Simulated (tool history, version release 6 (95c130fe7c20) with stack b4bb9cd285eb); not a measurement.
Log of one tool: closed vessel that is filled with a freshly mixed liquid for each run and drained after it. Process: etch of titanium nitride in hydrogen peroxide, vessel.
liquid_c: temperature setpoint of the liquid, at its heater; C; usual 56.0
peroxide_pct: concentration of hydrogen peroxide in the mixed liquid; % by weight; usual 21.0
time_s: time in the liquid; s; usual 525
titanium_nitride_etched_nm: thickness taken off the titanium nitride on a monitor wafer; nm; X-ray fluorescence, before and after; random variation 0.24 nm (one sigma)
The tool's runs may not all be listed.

run	hour	liquid_c	peroxide_pct	time_s	wafers since the last listed run	hours since the thermometer was replaced	hours since the peroxide flow meter was replaced	hours since the drum of peroxide was connected	hours since the gauge calibration	read-back film thickness of the titanium nitride reference wafer, read on the same gauge (nm)	titanium_nitride_etched_nm
1	0.0	56.0	21.0	525	0	2354.0	1284.0	220.0	211.8	150.01	37.75
2	16.0	56.0	21.0	525	726	2370.0	1300.0	236.0	227.8	150.00	37.61
3	30.3	56.0	21.0	525	649	2384.3	1314.3	250.3	242.1	149.99	37.24
4	37.2	56.0	21.0	525	313	2391.2	1321.2	257.2	249.0	150.01	37.69
5	46.1	56.0	21.0	525	403	2400.1	1330.1	266.1	257.9	150.00	37.73
6	57.5	56.0	21.0	525	517	2411.5	1341.5	277.5	269.3	150.01	37.64
7	66.6	56.0	21.0	525	413	2420.6	1350.6	286.6	278.4	150.01	37.32
8	80.2	56.0	26.0	525	617	2434.2	1364.2	300.2	292.0	150.00	39.46
9	86.8	56.0	26.0	525	299	2440.8	1370.8	306.8	298.6	149.99	39.21
10	103.2	56.0	26.0	525	744	2457.2	1387.2	323.2	315.0	150.02	39.17
11	117.0	56.0	21.0	615	626	2471.0	1401.0	337.0	328.8	150.00	44.01
# hour 127.2: new drum of peroxide connected
12	127.7	56.0	21.0	615	440	2481.7	1411.7	0.5	339.5	149.99	44.32
13	145.0	56.0	21.0	615	785	2499.0	1429.0	17.8	356.8	149.99	44.05
14	191.3	56.0	21.0	525	2101	2545.3	1475.3	64.1	403.1	150.00	37.85
15	203.4	56.0	21.0	525	549	2557.4	1487.4	76.2	415.2	150.00	37.30
# hour 206.7: gauge calibrated
16	211.6	56.0	21.0	525	372	2565.6	1495.6	84.4	4.9	150.00	37.68
17	228.9	56.0	21.0	315	785	2582.9	1512.9	101.7	22.2	150.01	22.47
# hour 231.1: peroxide flow meter replaced
18	242.2	65.5	19.0	525	558	2596.2	11.1	115.0	35.5	150.00	70.08
19	249.5	50.0	24.5	820	331	2603.5	18.4	122.3	42.8	149.99	39.51
20	262.8	52.5	21.0	525	603	2616.8	31.7	135.6	56.1	149.99	29.48
# hour 270.2: thermometer replaced
21	270.7	59.5	16.5	525	313	0.5	39.6	143.5	64.0	150.00	45.56
22	277.9	50.0	18.5	525	326	7.7	46.8	150.7	71.2	150.01	23.80
23	290.6	62.0	26.0	785	576	20.4	59.5	163.4	83.9	150.00	89.65
24	297.3	63.5	21.0	735	304	27.1	66.2	170.1	90.6	150.01	88.16
25	306.2	47.5	25.5	525	403	36.0	75.1	179.0	99.5	150.00	21.36
26	317.6	63.5	21.0	525	517	47.4	86.5	190.4	110.9	150.00	62.84
27	348.2	49.0	15.5	700	1388	78.0	117.1	221.0	141.5	150.00	28.57
28	357.4	56.0	26.0	810	417	87.2	126.3	230.2	150.7	150.01	60.37
29	369.1	56.0	21.0	525	531	98.9	138.0	241.9	162.4	150.00	37.78
30	376.0	56.0	21.0	525	313	105.8	144.9	248.8	169.3	149.99	37.69

The tool's hidden state at each run:
liquid hotter than its thermometer reads (K): 0 in every run
peroxide flow above the setpoint (%): 0 in every run
peroxide weaker than its label (%): 0 in every run
gauge reads high (%): 0 in every run
